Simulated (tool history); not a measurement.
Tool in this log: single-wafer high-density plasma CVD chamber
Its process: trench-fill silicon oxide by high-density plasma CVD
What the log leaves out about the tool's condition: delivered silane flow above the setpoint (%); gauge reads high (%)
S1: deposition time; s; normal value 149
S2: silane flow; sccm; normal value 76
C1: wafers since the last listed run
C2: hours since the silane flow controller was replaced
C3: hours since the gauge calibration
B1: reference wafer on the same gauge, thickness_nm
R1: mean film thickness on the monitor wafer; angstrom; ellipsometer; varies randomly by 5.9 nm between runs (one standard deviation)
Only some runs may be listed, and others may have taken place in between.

Run 1, hour 0.0: usual settings but S1 165 s, S2 84 sccm; C1 0; C2 2733.1; C3 1400.7; B1 1267.127. Result: R1 13877.41 angstrom.
Run 2, hour 96.1: usual settings but S1 165 s, S2 84 sccm; C1 624; C2 2829.2; C3 1496.8; B1 1268.845. Result: R1 13992.12 angstrom.
Run 3, hour 199.9: usual settings but S1 165 s, S2 84 sccm; C1 674; C2 2933.0; C3 1600.6; B1 1270.916. Result: R1 13922.76 angstrom.
Run 4, hour 278.8: usual settings but S2 87 sccm; C1 512; C2 3011.9; C3 1679.5; B1 1274.935. Result: R1 12991.63 angstrom.
Run 5, hour 375.3: usual settings; C1 627; C2 3108.4; C3 1776.0; B1 1274.493. Result: R1 11875.94 angstrom.
Run 6, hour 433.4: usual settings; C1 377; C2 3166.5; C3 1834.1; B1 1276.522. Result: R1 11769.59 angstrom.
Run 7, hour 523.2: usual settings but S2 67 sccm; C1 583; C2 3256.3; C3 1923.9; B1 1277.153. Result: R1 10904.17 angstrom.
Run 8, hour 623.6: usual settings but S2 67 sccm; C1 652; C2 3356.7; C3 2024.3; B1 1282.159. Result: R1 10991.17 angstrom.
Run 9, hour 667.4: usual settings; C1 284; C2 3400.5; C3 2068.1; B1 1282.199. Result: R1 11988.35 angstrom.
Run 10, hour 749.3: usual settings but S1 161 s; C1 532; C2 3482.4; C3 2150.0; B1 1283.320. Result: R1 12841.62 angstrom.
Run 11, hour 845.3: usual settings but S1 161 s; C1 624; C2 3578.4; C3 2246.0; B1 1285.701. Result: R1 12800.79 angstrom.
Run 12, hour 899.7: usual settings but S1 169 s; C1 353; C2 3632.8; C3 2300.4; B1 1287.369. Result: R1 13437.67 angstrom.
At hour 964.5: silane flow controller replaced.
Run 13, hour 984.1: usual settings; C1 496; C2 19.6; C3 2384.8; B1 1289.692. Result: R1 11993.27 angstrom.
Run 14, hour 1062.0: usual settings; C1 506; C2 97.5; C3 2462.7; B1 1290.568. Result: R1 12028.54 angstrom.
Run 15, hour 1145.8: usual settings but S1 123 s, S2 86 sccm; C1 544; C2 181.3; C3 2546.5; B1 1292.655. Result: R1 10680.95 angstrom.
At hour 1181.0: gauge calibrated.
Run 16, hour 1207.3: usual settings but S1 163 s, S2 71 sccm; C1 399; C2 242.8; C3 26.3; B1 1243.467. Result: R1 12007.10 angstrom.
Run 17, hour 1274.3: usual settings; C1 435; C2 309.8; C3 93.3; B1 1247.392. Result: R1 11592.60 angstrom.
Run 18, hour 1337.1: usual settings but S1 171 s, S2 61 sccm; C1 408; C2 372.6; C3 156.1; B1 1247.263. Result: R1 11701.33 angstrom.
Run 19, hour 1405.0: usual settings but S1 171 s, S2 61 sccm; C1 441; C2 440.5; C3 224.0; B1 1250.445. Result: R1 11722.05 angstrom.
Run 20, hour 1512.5: usual settings but S1 133 s, S2 87 sccm; C1 698; C2 548.0; C3 331.5; B1 1250.972. Result: R1 11265.36 angstrom.
Run 21, hour 1608.1: usual settings but S1 125 s, S2 91 sccm; C1 621; C2 643.6; C3 427.1; B1 1254.571. Result: R1 10998.57 angstrom.
Run 22, hour 1708.6: usual settings but S1 125 s, S2 70 sccm; C1 653; C2 744.1; C3 527.6; B1 1255.143. Result: R1 9239.98 angstrom.
Run 23, hour 1803.1: usual settings but S2 88 sccm; C1 614; C2 838.6; C3 622.1; B1 1257.518. Result: R1 12857.92 angstrom.
Run 24, hour 1902.3: usual settings but S1 136 s, S2 89 sccm; C1 644; C2 937.8; C3 721.3; B1 1260.108. Result: R1 11849.08 angstrom.
Run 25, hour 1971.0: usual settings but S1 129 s, S2 87 sccm; C1 446; C2 1006.5; C3 790.0; B1 1260.546. Result: R1 11081.55 angstrom.
Run 26, hour 2197.6: usual settings but S2 62 sccm; C1 1473; C2 1233.1; C3 1016.6; B1 1266.971. Result: R1 10397.58 angstrom.
Run 27, hour 2278.3: usual settings but S1 164 s, S2 86 sccm; C1 524; C2 1313.8; C3 1097.3; B1 1267.506. Result: R1 14101.71 angstrom.
Run 28, hour 2370.4: usual settings but S2 67 sccm; C1 598; C2 1405.9; C3 1189.4; B1 1268.924. Result: R1 10860.96 angstrom.
Run 29, hour 2470.0: usual settings but S1 160 s, S2 89 sccm; C1 647; C2 1505.5; C3 1289.0; B1 1271.172. Result: R1 14231.36 angstrom.

Predict each of these 3 candidate next runs independently; none follows another, all start after run 29:
Run A, hour 2470.4: usual settings but S1 130 s; C1 2; C2 1505.9; C3 1289.4; B1 ?. Result: R1 ?.
Run B, hour 2470.4: usual settings but S1 170 s, S2 84 sccm; C1 2; C2 1505.9; C3 1289.4; B1 ?. Result: R1 ?.
Run C, hour 2470.4: usual settings but S1 160 s; C1 2; C2 1505.9; C3 1289.4; B1 ?. Result: R1 ?.

run        B1        R1
  A  1271.082  10325.65
  B  1271.082  14397.68
  C  1271.082  12708.50
What these runs would have given with no unlogged condition in the tool:
run        R1
  A  10069.81
  B  14040.95
  C  12393.62
